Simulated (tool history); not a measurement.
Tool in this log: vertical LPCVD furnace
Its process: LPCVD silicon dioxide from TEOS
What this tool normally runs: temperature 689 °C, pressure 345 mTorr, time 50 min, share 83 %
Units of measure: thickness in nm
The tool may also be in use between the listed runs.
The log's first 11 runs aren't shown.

run   hour  temperature  pressure  time  share  read-back reference wafer on the same gauge, thickness  thickness
 12  179.6          689       345    50     95                                                  318.82     339.79
 13  193.5          689       345    50     95                                                  319.09     336.45
     221.1  -- thermocouples replaced and temperature profile calibrated
 14  221.6          689       345    50     83                                                  319.29     316.77
 15  225.9          689       345    50     83                                                  318.77     318.38
 16  231.4          689       345    50     76                                                  318.99     303.05
 17  243.5          685       400    44     73                                                  319.01     253.46
 18  252.7          682       345    68     95                                                  319.12     389.23
     262.3  -- gauge calibrated
 19  263.4          684       400    50     83                                                  319.21     302.76
     299.4  -- TEOS flow controller replaced
 20  299.9          689       345    63     89                                                   318.9     412.21
 21  304.2          689       320    50     83                                                  319.51     304.24
 22  308.5          689       345    50     83                                                  318.96     314.28
 23  314.2          689       345    50     83                                                  319.24     317.01
 24    330          689       400    50     97                                                   319.4      367.8
 25  345.1          693       345    50     83                                                  319.32     347.79
 26  353.3          694       345  69.5     83                                                  319.06     495.37
 27  365.1          700       345    50     83                                                  319.26     409.83
 28  382.9          689       345    50     83                                                  319.27     315.63
 29  394.3          689       345    37     75                                                  319.19     222.76
 30  411.4          689       415    50     93                                                  319.16     366.09
 31    427          695       325  40.5     88                                                  319.37     294.01
 32  434.5          689       345    50     83                                                   318.8     315.36

Below are 3 alternative next runs, each starting from the tool's condition after run 32. Predict each:
  A  438.9          689       410    50     83                                                       ?          ?
  B  438.9          689       400  44.5     97                                                       ?          ?
  C  438.9          685       345  34.5     77                                                       ?          ?

run  read-back reference wafer on the same gauge, thickness  thickness
  A                                                  318.98      344.7
  B                                                  318.98     327.58
  C                                                  318.98     190.98
With the hidden condition removed and each run's random variation left untouched, the same runs would have given:
run  thickness
  A      344.7
  B     327.58
  C     190.98

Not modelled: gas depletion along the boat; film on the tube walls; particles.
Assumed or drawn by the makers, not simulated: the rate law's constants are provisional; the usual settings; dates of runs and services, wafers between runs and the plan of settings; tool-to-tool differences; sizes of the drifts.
